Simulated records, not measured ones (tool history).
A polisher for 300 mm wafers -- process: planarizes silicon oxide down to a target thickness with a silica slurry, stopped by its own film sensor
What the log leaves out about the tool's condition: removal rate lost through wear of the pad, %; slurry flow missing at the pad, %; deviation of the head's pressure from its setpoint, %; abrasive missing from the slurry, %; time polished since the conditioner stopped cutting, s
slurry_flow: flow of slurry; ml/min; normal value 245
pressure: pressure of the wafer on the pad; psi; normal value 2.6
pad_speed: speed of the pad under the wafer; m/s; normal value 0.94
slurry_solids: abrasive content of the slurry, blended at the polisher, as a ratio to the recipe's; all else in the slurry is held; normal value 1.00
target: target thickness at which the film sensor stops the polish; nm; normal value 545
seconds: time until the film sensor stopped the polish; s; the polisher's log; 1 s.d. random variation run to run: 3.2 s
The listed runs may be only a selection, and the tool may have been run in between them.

run	hour	slurry_flow	pressure	pad_speed	slurry_solids	target	wafers since the last listed run	wafers polished on this pad	hours since the slurry nozzle was cleaned	hours since the head pressure was calibrated	hours since the slurry blender was calibrated	hours since the conditioning disc was replaced	incoming thickness of the incoming film, nm	seconds
1	0.0	245	2.9	0.94	1.00	545	0	2435	96.3	377.1	306.6	554.7	811.4	170.0
# hour 24.3: slurry blender recalibrated
# hour 38.7: conditioning disc replaced and pad reconditioned
2	95.7	245	2.9	0.94	1.00	545	830	3266	192.0	472.8	71.4	57.0	819.5	165.7
# hour 101.5: worn pad replaced by a new one
# hour 169.3: head pressure recalibrated
3	193.0	245	2.9	0.94	1.00	545	826	810	289.3	23.7	168.7	154.3	815.6	166.2
# hour 207.0: slurry nozzle cleaned
4	365.9	245	2.6	0.94	1.00	545	1556	2366	158.9	196.6	341.6	327.2	812.4	187.0
# hour 392.3: slurry blender recalibrated
5	433.8	245	2.6	0.94	0.80	545	596	2963	226.8	264.5	41.5	395.1	808.4	193.1
# hour 452.3: worn pad replaced by a new one
6	512.1	245	2.6	0.94	1.00	545	672	541	305.1	342.8	119.8	473.4	804.3	179.3
# hour 529.2: conditioning disc replaced and pad reconditioned
# hour 573.8: slurry nozzle cleaned
7	602.7	245	2.6	0.94	1.00	545	793	1334	28.9	433.4	210.4	73.5	822.9	190.4
# hour 659.1: head pressure recalibrated
8	660.9	245	2.6	0.94	1.00	545	508	1843	87.1	1.8	268.6	131.7	805.3	173.1
# hour 750.9: slurry blender recalibrated
# hour 761.4: worn pad replaced by a new one
9	764.9	245	2.6	0.94	1.00	545	887	31	191.1	105.8	14.0	235.7	812.7	185.7
10	800.9	245	2.6	0.94	1.00	545	326	357	227.1	141.8	50.0	271.7	810.0	184.1
11	887.8	245	2.6	0.94	1.00	545	786	1144	314.0	228.7	136.9	358.6	798.9	171.2
# hour 907.0: slurry nozzle cleaned
12	948.7	245	2.6	0.94	1.00	545	542	1686	41.7	289.6	197.8	419.5	814.5	189.3
13	1035.3	245	2.6	0.94	1.00	545	784	2471	128.3	376.2	284.4	506.1	824.4	200.0
# hour 1074.7: worn pad replaced by a new one
# hour 1079.8: slurry blender recalibrated
14	1093.4	195	2.6	0.94	1.15	545	471	150	186.4	434.3	13.6	564.2	812.1	188.3

Forecast run 15:
# hour 1109.1: conditioning disc replaced and pad reconditioned
15	1184.4	245	2.6	0.72	1.15	452	805	956	277.4	525.3	104.6	75.3	803.5	?

seconds: 281.5 s
Take away the tool's hidden state, keep the run-to-run variation as it was, and the same run would have given seconds 274.1 s.

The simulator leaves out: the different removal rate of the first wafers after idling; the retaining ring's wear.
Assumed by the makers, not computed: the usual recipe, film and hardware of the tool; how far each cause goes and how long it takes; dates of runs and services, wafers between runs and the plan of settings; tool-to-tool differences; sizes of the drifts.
